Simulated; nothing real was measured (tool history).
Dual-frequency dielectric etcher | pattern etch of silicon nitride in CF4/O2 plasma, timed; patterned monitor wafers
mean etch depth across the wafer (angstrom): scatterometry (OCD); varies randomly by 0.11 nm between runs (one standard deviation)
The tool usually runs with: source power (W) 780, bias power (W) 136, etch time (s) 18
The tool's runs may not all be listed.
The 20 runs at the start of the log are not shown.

| run | hour | source power (W) | bias power (W) | etch time (s) | read-back reference wafer on the same gauge, depth_nm | mean etch depth across the wafer (angstrom) |
|---|---|---|---|---|---|---|
| 21 | 1131.9 | 780 | 110 | 23.5 | 41.57 | 522.2 |
| 22 | 1173.3 | 890 | 136 | 18 | 41.61 | 501.4 |
| 23 | 1241.8 | 880 | 168 | 23 | 41.6 | 691 |
|  | 1304 | wet clean of the chamber |
| 24 | 1310.4 | 920 | 136 | 12.5 | 41.61 | 359.6 |
| 25 | 1349.2 | 780 | 110 | 23.5 | 41.61 | 523.7 |
| 26 | 1373.7 | 910 | 107 | 20 | 41.6 | 518.7 |
| 27 | 1409.5 | 780 | 136 | 18 | 41.61 | 436.6 |
| 28 | 1479.1 | 780 | 136 | 14 | 41.57 | 341.4 |
| 29 | 1508.3 | 620 | 136 | 18 | 41.6 | 340.5 |
| 30 | 1570.3 | 710 | 111 | 14.5 | 41.62 | 293.1 |

Forecast each of these 4 alternatives for the next run:
| A | 1570.7 | 780 | 136 | 16.5 | ? | ? |
| B | 1570.7 | 720 | 153 | 13.5 | ? | ? |
| C | 1570.7 | 960 | 154 | 18 | ? | ? |
| D | 1570.7 | 880 | 147 | 18 | ? | ? |

| run | read-back reference wafer on the same gauge, depth_nm | mean etch depth across the wafer (angstrom) |
|---|---|---|
| A | 41.6 | 401.2 |
| B | 41.6 | 316.8 |
| C | 41.6 | 571.4 |
| D | 41.6 | 512.7 |
Without the tool's unlogged condition, the same runs would have read:
| run | mean etch depth across the wafer (angstrom) |
|---|---|
| A | 399.8 |
| B | 315.6 |
| C | 569.4 |
| D | 511 |
